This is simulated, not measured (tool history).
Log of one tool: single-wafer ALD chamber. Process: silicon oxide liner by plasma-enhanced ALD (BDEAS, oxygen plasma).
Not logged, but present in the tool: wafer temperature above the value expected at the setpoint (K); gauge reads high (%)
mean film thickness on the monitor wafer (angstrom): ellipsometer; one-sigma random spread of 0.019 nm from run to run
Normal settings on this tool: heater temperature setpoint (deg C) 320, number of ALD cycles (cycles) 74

run,day,heater temperature setpoint (deg C),number of ALD cycles (cycles),wafers since the last listed run,hours since the last thermocouple change,hours since the gauge calibration,"read-back reference wafer on the same gauge, thickness_nm",mean film thickness on the monitor wafer (angstrom)
1,0.000,320,74,0,2311.4,307.5,6.819,61.90
2,0.875,320,74,126,2332.4,328.5,6.820,61.77
3,4.642,320,74,545,2422.8,418.9,6.829,61.98
4,6.133,320,74,215,2458.6,454.7,6.828,61.71
5,6.883,320,74,108,2476.6,472.7,6.833,61.88
6,8.271,320,74,200,2509.9,506.0,6.834,62.18
7,8.825,320,74,80,2523.2,519.3,6.833,62.02
8,9.562,320,74,106,2540.9,537.0,6.833,62.06
9,10.679,320,66,161,2567.7,563.8,6.836,55.18
10,11.238,320,66,80,2581.1,577.2,6.843,55.34
11,12.075,320,66,121,2601.2,597.3,6.843,54.98
12,12.879,320,74,116,2620.5,616.6,6.843,62.10
# day 13.071: gauge calibrated
13,13.750,320,74,126,2641.4,16.3,6.726,61.18
14,14.354,320,74,87,2655.9,30.8,6.735,60.75
15,15.183,320,63,120,2675.8,50.7,6.738,51.99
16,15.754,320,63,82,2689.5,64.4,6.740,52.24
17,17.162,307,74,203,2723.3,98.2,6.756,62.66
18,18.383,308,65,176,2752.6,127.5,6.759,54.69
19,19.567,320,61,171,2781.0,155.9,6.774,50.61
20,20.225,334,82,95,2796.8,171.7,6.774,66.17
# day 21.167: thermocouple changed; heater temperature recalibrated
21,21.350,320,74,114,4.4,198.7,6.781,61.68
22,22.679,334,82,192,36.3,230.6,6.782,66.43
23,23.375,330,68,100,53.0,247.3,6.792,55.51
24,24.542,334,66,168,81.0,275.3,6.789,53.57
25,25.204,320,74,95,96.9,291.2,6.794,61.31
26,26.612,320,74,203,130.7,325.0,6.796,61.52
27,27.354,320,70,107,148.5,342.8,6.800,58.23
28,28.496,331,87,165,175.9,370.2,6.809,71.16
29,29.004,328,64,73,188.1,382.4,6.807,52.76
30,29.988,334,66,142,211.7,406.0,6.809,53.76
31,30.979,312,74,143,235.5,429.8,6.805,62.43
32,31.758,309,83,112,254.2,448.5,6.813,70.21

Across each entry between runs, compare the hidden state at the last listed run before it with the hidden state at the first listed run after it:
Between runs 12 and 13: gauge calibrated (day 13.071)
  gauge reads high (%): 1.61 -> -0.0939
  the result without the hidden state subtracted from the measured one, mean film thickness on the monitor wafer (angstrom): +0.99 -> -0.05
Between runs 20 and 21: thermocouple changed; heater temperature recalibrated (day 21.167)
  gauge reads high (%): 0.659 -> 0.744
  the result without the hidden state subtracted from the measured one, mean film thickness on the monitor wafer (angstrom): +0.43 -> +0.45
